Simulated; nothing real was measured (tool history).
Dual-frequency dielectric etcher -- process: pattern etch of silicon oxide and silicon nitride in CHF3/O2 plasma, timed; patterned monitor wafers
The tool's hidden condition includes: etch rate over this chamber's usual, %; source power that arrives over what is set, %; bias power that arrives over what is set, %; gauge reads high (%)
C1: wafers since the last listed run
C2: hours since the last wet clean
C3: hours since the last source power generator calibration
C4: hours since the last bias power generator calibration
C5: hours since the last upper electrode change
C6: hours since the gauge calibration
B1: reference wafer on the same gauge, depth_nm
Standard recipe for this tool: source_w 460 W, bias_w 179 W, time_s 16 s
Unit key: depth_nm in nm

{"run": 1, "hour": 0.0, "source_w": 500, "bias_w": 179, "time_s": 16, "C1": 0, "C2": 323.7, "C3": 1457.6, "C4": 1879.4, "C5": 1250, "C6": 655.7, "B1": 17.59, "depth_nm": 19.93}
{"run": 2, "hour": 58.3, "source_w": 500, "bias_w": 179, "time_s": 16, "C1": 595, "C2": 382, "C3": 1515.9, "C4": 1937.7, "C5": 1308.3, "C6": 714, "B1": 17.6, "depth_nm": 19.88}
{"run": 3, "hour": 111.2, "source_w": 500, "bias_w": 179, "time_s": 16, "C1": 540, "C2": 434.9, "C3": 1568.8, "C4": 1990.6, "C5": 1361.2, "C6": 766.9, "B1": 17.59, "depth_nm": 19.97}
{"hour": 179.7, "done": "wet clean of the chamber"}
{"run": 4, "hour": 180.2, "source_w": 460, "bias_w": 179, "time_s": 16, "C1": 459, "C2": 0.5, "C3": 1637.8, "C4": 2059.6, "C5": 1430.2, "C6": 835.9, "B1": 17.59, "depth_nm": 20.08}
{"run": 5, "hour": 363.9, "source_w": 460, "bias_w": 179, "time_s": 16, "C1": 1876, "C2": 184.2, "C3": 1821.5, "C4": 2243.3, "C5": 1613.9, "C6": 1019.6, "B1": 17.6, "depth_nm": 19.63}
{"run": 6, "hour": 389.9, "source_w": 390, "bias_w": 179, "time_s": 16, "C1": 265, "C2": 210.2, "C3": 1847.5, "C4": 2269.3, "C5": 1639.9, "C6": 1045.6, "B1": 17.61, "depth_nm": 18.79}
{"run": 7, "hour": 440.5, "source_w": 390, "bias_w": 179, "time_s": 16, "C1": 516, "C2": 260.8, "C3": 1898.1, "C4": 2319.9, "C5": 1690.5, "C6": 1096.2, "B1": 17.61, "depth_nm": 18.82}
{"run": 8, "hour": 501.3, "source_w": 390, "bias_w": 179, "time_s": 16, "C1": 621, "C2": 321.6, "C3": 1958.9, "C4": 2380.7, "C5": 1751.3, "C6": 1157, "B1": 17.59, "depth_nm": 18.64}
{"run": 9, "hour": 570.1, "source_w": 460, "bias_w": 145, "time_s": 14.5, "C1": 702, "C2": 390.4, "C3": 2027.7, "C4": 2449.5, "C5": 1820.1, "C6": 1225.8, "B1": 17.6, "depth_nm": 16.54}
{"run": 10, "hour": 597.8, "source_w": 460, "bias_w": 145, "time_s": 14.5, "C1": 282, "C2": 418.1, "C3": 2055.4, "C4": 2477.2, "C5": 1847.8, "C6": 1253.5, "B1": 17.6, "depth_nm": 16.58}
{"hour": 631.7, "done": "source power generator calibrated"}
{"run": 11, "hour": 665.0, "source_w": 460, "bias_w": 179, "time_s": 16, "C1": 645, "C2": 485.3, "C3": 33.3, "C4": 2544.4, "C5": 1915, "C6": 1320.7, "B1": 17.61, "depth_nm": 19.3}
{"run": 12, "hour": 699.5, "source_w": 380, "bias_w": 179, "time_s": 19, "C1": 352, "C2": 519.8, "C3": 67.8, "C4": 2578.9, "C5": 1949.5, "C6": 1355.2, "B1": 17.6, "depth_nm": 21.73}
{"hour": 745.6, "done": "wet clean of the chamber"}
{"run": 13, "hour": 770.2, "source_w": 460, "bias_w": 179, "time_s": 18.5, "C1": 477, "C2": 24.6, "C3": 138.5, "C4": 2649.6, "C5": 2020.2, "C6": 1425.9, "B1": 17.61, "depth_nm": 23.24}
{"run": 14, "hour": 812.8, "source_w": 460, "bias_w": 179, "time_s": 16, "C1": 435, "C2": 67.2, "C3": 181.1, "C4": 2692.2, "C5": 2062.8, "C6": 1468.5, "B1": 17.6, "depth_nm": 20.11}
{"run": 15, "hour": 844.9, "source_w": 460, "bias_w": 179, "time_s": 16, "C1": 327, "C2": 99.3, "C3": 213.2, "C4": 2724.3, "C5": 2094.9, "C6": 1500.6, "B1": 17.6, "depth_nm": 20.18}
{"run": 16, "hour": 890.6, "source_w": 410, "bias_w": 179, "time_s": 16, "C1": 466, "C2": 145, "C3": 258.9, "C4": 2770, "C5": 2140.6, "C6": 1546.3, "B1": 17.59, "depth_nm": 19.54}
{"hour": 939.4, "done": "bias power generator calibrated"}
{"hour": 946.5, "done": "gauge calibrated"}
{"hour": 1030.4, "done": "upper electrode replaced"}
{"run": 17, "hour": 1030.9, "source_w": 510, "bias_w": 144, "time_s": 20, "C1": 1147, "C2": 285.3, "C3": 399.2, "C4": 91.5, "C5": 0.5, "C6": 84.4, "B1": 17.6, "depth_nm": 23.83}
{"run": 18, "hour": 1044.4, "source_w": 410, "bias_w": 179, "time_s": 14.5, "C1": 137, "C2": 298.8, "C3": 412.7, "C4": 105, "C5": 14, "C6": 97.9, "B1": 17.59, "depth_nm": 17.37}
{"run": 19, "hour": 1099.3, "source_w": 510, "bias_w": 179, "time_s": 16, "C1": 560, "C2": 353.7, "C3": 467.6, "C4": 159.9, "C5": 68.9, "C6": 152.8, "B1": 17.59, "depth_nm": 20.2}
{"run": 20, "hour": 1150.5, "source_w": 460, "bias_w": 138, "time_s": 16, "C1": 522, "C2": 404.9, "C3": 518.8, "C4": 211.1, "C5": 120.1, "C6": 204, "B1": 17.61, "depth_nm": 18.16}
{"run": 21, "hour": 1191.4, "source_w": 460, "bias_w": 179, "time_s": 17.5, "C1": 417, "C2": 445.8, "C3": 559.7, "C4": 252, "C5": 161, "C6": 244.9, "B1": 17.59, "depth_nm": 21.41}
{"run": 22, "hour": 1248.7, "source_w": 460, "bias_w": 179, "time_s": 16, "C1": 585, "C2": 503.1, "C3": 617, "C4": 309.3, "C5": 218.3, "C6": 302.2, "B1": 17.6, "depth_nm": 19.29}
{"hour": 1299.9, "done": "wet clean of the chamber"}
{"run": 23, "hour": 1436.9, "source_w": 570, "bias_w": 210, "time_s": 16, "C1": 1677, "C2": 137, "C3": 805.2, "C4": 497.5, "C5": 406.5, "C6": 490.4, "B1": 17.59, "depth_nm": 22.21}
{"run": 24, "hour": 1495.2, "source_w": 400, "bias_w": 192, "time_s": 18, "C1": 595, "C2": 195.3, "C3": 863.5, "C4": 555.8, "C5": 464.8, "C6": 548.7, "B1": 17.61, "depth_nm": 21.97}
{"run": 25, "hour": 1689.2, "source_w": 430, "bias_w": 163, "time_s": 16, "C1": 1981, "C2": 389.3, "C3": 1057.5, "C4": 749.8, "C5": 658.8, "C6": 742.7, "B1": 17.59, "depth_nm": 18.56}
{"run": 26, "hour": 1718.4, "source_w": 540, "bias_w": 223, "time_s": 12.5, "C1": 298, "C2": 418.5, "C3": 1086.7, "C4": 779, "C5": 688, "C6": 771.9, "B1": 17.6, "depth_nm": 16.91}

What if the next run were any one of these 4? Each begins from the tool's condition after run 26:
{"run": "A", "hour": 1718.8, "source_w": 460, "bias_w": 179, "time_s": 16, "C1": 4, "C2": 418.9, "C3": 1087.1, "C4": 779.4, "C5": 688.4, "C6": 772.3, "B1": "?", "depth_nm": "?"}
{"run": "B", "hour": 1718.8, "source_w": 380, "bias_w": 213, "time_s": 16, "C1": 4, "C2": 418.9, "C3": 1087.1, "C4": 779.4, "C5": 688.4, "C6": 772.3, "B1": "?", "depth_nm": "?"}
{"run": "C", "hour": 1718.8, "source_w": 460, "bias_w": 223, "time_s": 18, "C1": 4, "C2": 418.9, "C3": 1087.1, "C4": 779.4, "C5": 688.4, "C6": 772.3, "B1": "?", "depth_nm": "?"}
{"run": "D", "hour": 1718.8, "source_w": 460, "bias_w": 205, "time_s": 16, "C1": 4, "C2": 418.9, "C3": 1087.1, "C4": 779.4, "C5": 688.4, "C6": 772.3, "B1": "?", "depth_nm": "?"}

run=A B1=17.61 depth_nm=19.4
run=B B1=17.61 depth_nm=19.49
run=C B1=17.61 depth_nm=23.39
run=D B1=17.61 depth_nm=20.24
Had the tool no hidden state, the same runs would have come out as:
run=A depth_nm=20.08
run=B depth_nm=20.17
run=C depth_nm=24.2
run=D depth_nm=20.94
